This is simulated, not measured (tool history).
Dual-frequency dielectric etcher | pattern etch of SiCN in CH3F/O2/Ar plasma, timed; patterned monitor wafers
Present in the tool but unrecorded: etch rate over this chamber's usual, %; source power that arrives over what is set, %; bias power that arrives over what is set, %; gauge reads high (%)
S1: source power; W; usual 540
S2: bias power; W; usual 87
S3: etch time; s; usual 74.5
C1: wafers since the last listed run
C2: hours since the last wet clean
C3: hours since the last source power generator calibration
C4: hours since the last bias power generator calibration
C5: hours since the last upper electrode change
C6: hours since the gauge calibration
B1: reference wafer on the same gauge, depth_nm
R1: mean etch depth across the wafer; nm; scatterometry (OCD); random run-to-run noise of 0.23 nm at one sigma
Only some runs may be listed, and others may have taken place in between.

run    hour   S1   S2    S3    C1     C2      C3      C4      C5      C6     B1     R1
  1     0.0  540   87  74.5     0  141.6  3056.3  2236.4  5317.0  1961.3  26.40  32.76
  2    61.0  540   87  74.5   436  202.6  3117.3  2297.4  5378.0  2022.3  26.40  32.40
  3   148.1  540   87  74.5   622  289.7  3204.4  2384.5  5465.1  2109.4  26.34  32.51
  4   238.7  540   87  74.5   647  380.3  3295.0  2475.1  5555.7  2200.0  26.37  32.69
  5   339.8  540   87  74.5   722  481.4  3396.1  2576.2  5656.8  2301.1  26.39  32.69
  6   394.7  540   87  74.5   392  536.3  3451.0  2631.1  5711.7  2356.0  26.40  32.54
  7   485.3  540   87  80.0   647  626.9  3541.6  2721.7  5802.3  2446.6  26.39  35.17
      514.8  -- bias power generator calibrated
  8   525.7  540   87  80.0   260  667.3  3582.0    10.9  5842.7  2487.0  26.38  35.48
      596.0  -- wet clean of the chamber
  9   596.5  540   87  74.5   334    0.5  3652.8    81.7  5913.5  2557.8  26.38  32.52
 10   638.1  540   87  74.5   297   42.1  3694.4   123.3  5955.1  2599.4  26.41  32.76
 11   714.4  540   87  74.5   545  118.4  3770.7   199.6  6031.4  2675.7  26.42  33.14
      756.4  -- upper electrode replaced
 12   758.9  540   87  60.0   146  162.9  3815.2   244.1     2.5  2720.2  26.41  26.46
 13   953.2  470   66  74.5  1389  357.2  4009.5   438.4   196.8  2914.5  26.38  27.62
 14  1045.8  540   70  68.5   662  449.8  4102.1   531.0   289.4  3007.1  26.46  28.12
 15  1175.7  540   87  74.5   928  579.7  4232.0   660.9   419.3  3137.0  26.45  32.50
     1201.2  -- wet clean of the chamber
 16  1215.5  430   87  74.5   112   14.3  4271.8   700.7   459.1  3176.8  26.39  28.75
     1223.1  -- gauge calibrated
     1262.7  -- source power generator calibrated
 17  1304.1  630   76  65.5   604  102.9    41.4   789.3   547.7    81.0  26.41  29.90
 18  1383.2  540  104  86.0   565  182.0   120.5   868.4   626.8   160.1  26.45  39.72
 19  1439.5  540   98  74.5   402  238.3   176.8   924.7   683.1   216.4  26.36  33.73
 20  1502.4  650   94  65.5   449  301.2   239.7   987.6   746.0   279.3  26.37  32.36
 21  1579.2  540   87  74.5   549  378.0   316.5  1064.4   822.8   356.1  26.41  32.53
 22  1667.1  440   80  74.5   628  465.9   404.4  1152.3   910.7   444.0  26.40  28.62
     1753.6  -- wet clean of the chamber
 23  1754.1  540   87  74.5   450    0.5   491.4  1239.3   997.7   531.0  26.35  32.38
 24  1818.6  620   78  96.5   461   65.0   555.9  1303.8  1062.2   595.5  26.47  44.33
 25  1858.0  540   87  74.5   281  104.4   595.3  1343.2  1101.6   634.9  26.42  32.94
 26  1950.3  540   87  74.5   659  196.7   687.6  1435.5  1193.9   727.2  26.41  32.63
 27  2017.7  540   87  74.5   481  264.1   755.0  1502.9  1261.3   794.6  26.35  32.82
 28  2065.6  670   94  92.0   342  312.0   802.9  1550.8  1309.2   842.5  26.43  46.10
 29  2112.4  660  104  62.0   334  358.8   849.7  1597.6  1356.0   889.3  26.44  31.99
 30  2191.5  580   65  74.5   565  437.9   928.8  1676.7  1435.1   968.4  26.38  31.37

Describe how what the log doesn't record of the tool's condition differs between the last listed run preceding each entry between runs and the first listed run following it.
Between runs 7 and 8: bias power generator calibrated (hour 514.8)
  no difference in the tool's unlogged condition between these two runs
Between runs 8 and 9: wet clean of the chamber (hour 596.0)
  no difference in the tool's unlogged condition between these two runs
Between runs 11 and 12: upper electrode replaced (hour 756.4)
  no difference in the tool's unlogged condition between these two runs
Between runs 15 and 16: wet clean of the chamber (hour 1201.2)
  no difference in the tool's unlogged condition between these two runs
Between runs 16 and 17: gauge calibrated (hour 1223.1); source power generator calibrated (hour 1262.7)
  no difference in the tool's unlogged condition between these two runs
Between runs 22 and 23: wet clean of the chamber (hour 1753.6)
  no difference in the tool's unlogged condition between these two runs
